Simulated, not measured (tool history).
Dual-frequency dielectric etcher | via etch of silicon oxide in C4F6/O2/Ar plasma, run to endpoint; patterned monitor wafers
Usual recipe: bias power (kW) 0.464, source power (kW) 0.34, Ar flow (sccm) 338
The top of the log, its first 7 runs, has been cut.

run	day	bias power (kW)	source power (kW)	Ar flow (sccm)	incoming incoming film thickness, nm	endpoint time (s)
8	3.179	0.464	0.34	338	184.1	39.6
9	3.725	0.464	0.34	338	182.9	39.5
# day 4.1: source power generator calibrated
# day 4.258: Ar flow controller replaced
10	4.379	0.415	0.34	338	183.8	42.2
# day 5.775: upper electrode replaced
11	5.796	0.532	0.34	383	185.2	37.3
12	5.812	0.464	0.34	401	184.8	40.4
13	6.242	0.464	0.34	338	182.9	39.5
14	6.692	0.464	0.34	312	187.2	40.3
15	7.133	0.382	0.34	338	183.3	44.1
16	7.754	0.464	0.31	338	183.1	42
17	8.096	0.464	0.39	338	183.6	37
18	8.388	0.464	0.34	338	184	39.7
19	8.717	0.532	0.34	383	184	37.3
20	9.412	0.464	0.34	338	184.1	39.9
21	10.054	0.523	0.42	338	181.7	33
22	10.45	0.425	0.4	382	184.9	39.1
23	10.825	0.464	0.34	283	185.9	39.9
24	11.329	0.555	0.34	416	183.2	36.6
25	11.929	0.538	0.29	384	186.4	41.1
26	12.504	0.464	0.34	338	183.4	39.6
27	12.975	0.533	0.41	366	183.2	33.7
28	13.667	0.508	0.34	338	184.6	38.2
29	14.412	0.561	0.39	393	184.3	33.8
30	14.883	0.414	0.32	338	184.6	44.1

Branching from run 30: 3 alternative next runs. What would each branch give?
A	14.9	0.464	0.34	338	183.7	?
B	14.9	0.464	0.34	372	183.7	?
C	14.9	0.385	0.37	295	183.7	?

run	endpoint time (s)
A	39.6
B	39.9
C	41.6
The same runs, with their run-to-run variation unchanged, on a tool lacking any hidden condition would have given:
run	endpoint time (s)
A	39.6
B	39.9
C	41.6
